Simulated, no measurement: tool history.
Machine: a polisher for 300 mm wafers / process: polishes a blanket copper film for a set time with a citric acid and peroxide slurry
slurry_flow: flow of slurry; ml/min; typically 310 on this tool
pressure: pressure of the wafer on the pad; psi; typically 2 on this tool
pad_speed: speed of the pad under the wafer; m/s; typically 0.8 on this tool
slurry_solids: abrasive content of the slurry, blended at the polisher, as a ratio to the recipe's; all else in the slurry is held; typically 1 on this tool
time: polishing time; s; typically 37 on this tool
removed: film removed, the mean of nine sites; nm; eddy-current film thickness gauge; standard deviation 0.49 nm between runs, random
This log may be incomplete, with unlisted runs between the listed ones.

run,hour,slurry_flow,pressure,pad_speed,slurry_solids,time,"incoming thickness of the incoming film, nm",removed
1,0,310,2,0.8,1,37,1167.8,46.1
# hour 18.5: worn pad replaced by a new one
2,32.8,310,2,0.8,1,37,1138.8,47.9
3,42.2,310,2,0.8,1.2,37,1152.1,49.7
4,49.1,310,2,0.8,1.2,37,1168,49.4
5,62.7,310,2.3,0.8,1,37,1142.2,52.5
6,70,310,2.3,0.8,1,37,1140.1,51.6
7,76.6,310,2,0.8,1,37,1160.8,46.2
8,83.6,310,2,0.8,1,37,1160.9,46.4
9,101.2,310,2,0.8,1,37,1181,46.7
10,109.1,310,2,0.8,1,37,1157.5,46.2
# hour 114.5: head pressure recalibrated
# hour 117.7: slurry blender recalibrated
# hour 118.4: worn pad replaced by a new one
11,122.7,310,2,0.8,1,37,1167.7,48.8
12,135.6,310,2,0.8,1,37,1161,47.6
13,149.6,310,2,0.8,1,37,1169.8,47.3
# hour 157.6: slurry nozzle cleaned
14,164.2,375,2,1,1,37,1159.1,58.7
15,179.2,310,2,0.8,1,37,1153.9,46.1
16,196.8,310,2,0.8,1,37,1177.1,46.1
17,209.3,310,1.5,0.8,1,31,1150.3,31.7
# hour 224.9: worn pad replaced by a new one
18,225.4,235,2,0.8,1,28,1148.4,36.4
19,237.6,350,2.2,0.8,1,37,1174.1,52.1
20,244.1,270,1.4,0.8,0.8,26,1158.5,24.7
21,254.2,310,2,0.8,1,37,1160.6,46.5
22,260.8,310,2.5,0.98,1,25,1165.8,45.7
23,270.5,310,2,0.8,1,26,1139.4,32.7
24,287.8,310,2,0.8,1,37,1169.6,46.8
25,297.2,310,2.6,0.8,1,31,1169.8,46.3
# hour 304.4: slurry blender recalibrated
26,308.9,310,2,0.8,1,37,1172.3,46.9
27,322.1,275,2,0.92,1,30,1157.5,42.4
28,330.4,310,1.5,0.8,1,37,1165.9,38.2
# hour 337: worn pad replaced by a new one
29,343.6,310,2,0.8,1,37,1160.3,48.6

Here are 5 independent what-if runs from the current tool condition. What would each one return?
A,344,310,2,0.68,1,37,1146.3,?
B,344,260,2,0.8,1,27,1146.3,?
C,344,310,2,0.8,0.7,27,1146.3,?
D,344,310,2,0.8,1,32,1146.3,?
E,344,310,2,0.8,0.7,37,1146.3,?

run,removed
A,41.3
B,34.7
C,32
D,41.7
E,43.8
With the hidden condition removed and each run's random variation left untouched, the same runs would have given:
run,removed
A,41.8
B,35.1
C,32.4
D,42.2
E,44.3
